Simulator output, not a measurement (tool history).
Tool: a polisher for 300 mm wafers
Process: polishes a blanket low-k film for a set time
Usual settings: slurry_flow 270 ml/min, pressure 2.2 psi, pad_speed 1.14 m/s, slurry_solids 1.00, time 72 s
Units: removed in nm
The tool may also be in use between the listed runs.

| run | hour | slurry_flow | pressure | pad_speed | slurry_solids | time | wafers since the last listed run | wafers polished on this pad | hours since the slurry nozzle was cleaned | hours since the head pressure was calibrated | hours since the slurry blender was calibrated | hours since the conditioning disc was replaced | incoming thickness of the incoming film, nm | removed |
|---|---|---|---|---|---|---|---|---|---|---|---|---|---|---|
| 1 | 0.0 | 270 | 2.2 | 1.14 | 1.00 | 72 | 0 | 4248 | 20.7 | 418.2 | 283.3 | 204.7 | 717.4 | 31.6 |
| 2 | 26.5 | 270 | 2.2 | 1.14 | 1.00 | 72 | 333 | 4582 | 47.2 | 444.7 | 309.8 | 231.2 | 718.9 | 31.5 |
|  | 35.9 | worn pad replaced by a new one |
|  | 59.5 | slurry blender recalibrated |
| 3 | 86.6 | 270 | 2.2 | 1.14 | 1.00 | 72 | 681 | 612 | 107.3 | 504.8 | 27.1 | 291.3 | 705.0 | 31.0 |
|  | 96.1 | head pressure recalibrated |
| 4 | 122.6 | 270 | 2.7 | 1.14 | 1.00 | 72 | 428 | 1041 | 143.3 | 26.5 | 63.1 | 327.3 | 712.5 | 36.7 |
| 5 | 199.2 | 270 | 2.2 | 1.14 | 1.00 | 72 | 964 | 2006 | 219.9 | 103.1 | 139.7 | 403.9 | 709.9 | 31.3 |
| 6 | 267.0 | 270 | 1.8 | 1.14 | 1.00 | 72 | 853 | 2860 | 287.7 | 170.9 | 207.5 | 471.7 | 703.5 | 26.8 |
|  | 312.8 | conditioning disc replaced and pad reconditioned |
|  | 373.6 | slurry nozzle cleaned |
|  | 425.3 | worn pad replaced by a new one |
| 7 | 428.0 | 270 | 1.8 | 1.14 | 1.00 | 72 | 1939 | 34 | 54.4 | 331.9 | 368.5 | 115.2 | 700.1 | 26.6 |
|  | 472.1 | slurry blender recalibrated |
| 8 | 483.0 | 270 | 2.2 | 1.14 | 1.00 | 72 | 667 | 701 | 109.4 | 386.9 | 10.9 | 170.2 | 707.5 | 31.6 |
| 9 | 554.0 | 305 | 2.2 | 0.86 | 1.00 | 72 | 894 | 1596 | 180.4 | 457.9 | 81.9 | 241.2 | 717.1 | 25.2 |
| 10 | 590.3 | 270 | 2.2 | 1.14 | 1.00 | 72 | 457 | 2053 | 216.7 | 494.2 | 118.2 | 277.5 | 710.5 | 31.2 |
| 11 | 658.2 | 190 | 2.6 | 1.14 | 1.00 | 72 | 855 | 2908 | 284.6 | 562.1 | 186.1 | 345.4 | 718.8 | 33.7 |
| 12 | 718.7 | 300 | 2.7 | 1.14 | 1.15 | 63 | 762 | 3670 | 345.1 | 622.6 | 246.6 | 405.9 | 720.4 | 34.4 |
|  | 735.7 | slurry nozzle cleaned |
|  | 763.2 | head pressure recalibrated |
| 13 | 780.4 | 270 | 2.2 | 1.14 | 1.10 | 91 | 739 | 4409 | 44.7 | 17.2 | 308.3 | 467.6 | 719.2 | 40.8 |
| 14 | 815.0 | 270 | 2.2 | 1.54 | 1.00 | 50 | 435 | 4845 | 79.3 | 51.8 | 342.9 | 502.2 | 708.0 | 27.1 |
|  | 841.2 | conditioning disc replaced and pad reconditioned |
| 15 | 841.7 | 270 | 1.8 | 0.96 | 1.00 | 72 | 311 | 5156 | 106.0 | 78.5 | 369.6 | 0.5 | 716.6 | 23.1 |
|  | 857.1 | worn pad replaced by a new one |
| 16 | 883.2 | 310 | 2.2 | 1.36 | 1.00 | 72 | 472 | 329 | 147.5 | 120.0 | 411.1 | 42.0 | 708.8 | 36.7 |
|  | 920.3 | slurry blender recalibrated |
| 17 | 955.1 | 270 | 2.2 | 1.14 | 1.00 | 72 | 880 | 1209 | 219.4 | 191.9 | 34.8 | 113.9 | 715.5 | 31.4 |
| 18 | 1021.0 | 270 | 3.0 | 0.88 | 1.20 | 64 | 830 | 2039 | 285.3 | 257.8 | 100.7 | 179.8 | 720.7 | 31.5 |
| 19 | 1048.2 | 270 | 2.2 | 0.78 | 1.00 | 60 | 342 | 2382 | 312.5 | 285.0 | 127.9 | 207.0 | 710.0 | 19.1 |
|  | 1088.5 | slurry nozzle cleaned |
| 20 | 1115.3 | 270 | 2.8 | 1.14 | 1.00 | 72 | 832 | 3214 | 26.8 | 352.1 | 195.0 | 274.1 | 712.5 | 38.3 |
| 21 | 1185.0 | 270 | 2.2 | 1.34 | 1.00 | 72 | 877 | 4092 | 96.5 | 421.8 | 264.7 | 343.8 | 718.3 | 35.7 |
|  | 1221.2 | worn pad replaced by a new one |
| 22 | 1236.0 | 315 | 2.2 | 1.14 | 0.85 | 72 | 592 | 186 | 147.5 | 472.8 | 315.7 | 394.8 | 723.0 | 29.5 |
| 23 | 1269.8 | 270 | 2.5 | 0.76 | 1.00 | 54 | 425 | 611 | 181.3 | 506.6 | 349.5 | 428.6 | 708.2 | 19.0 |
|  | 1292.7 | head pressure recalibrated |
| 24 | 1333.6 | 270 | 2.2 | 1.14 | 1.00 | 72 | 778 | 1390 | 245.1 | 40.9 | 413.3 | 492.4 | 721.5 | 31.1 |

What the log doesn't show, run by run:
removal rate lost through wear of the pad, %: 0 in every run
slurry flow missing at the pad, %: 0 in every run
deviation of the head's pressure from its setpoint, %: 0 in every run
abrasive missing from the slurry, %: 0 in every run
time polished since the conditioner stopped cutting, s: 0 in every run

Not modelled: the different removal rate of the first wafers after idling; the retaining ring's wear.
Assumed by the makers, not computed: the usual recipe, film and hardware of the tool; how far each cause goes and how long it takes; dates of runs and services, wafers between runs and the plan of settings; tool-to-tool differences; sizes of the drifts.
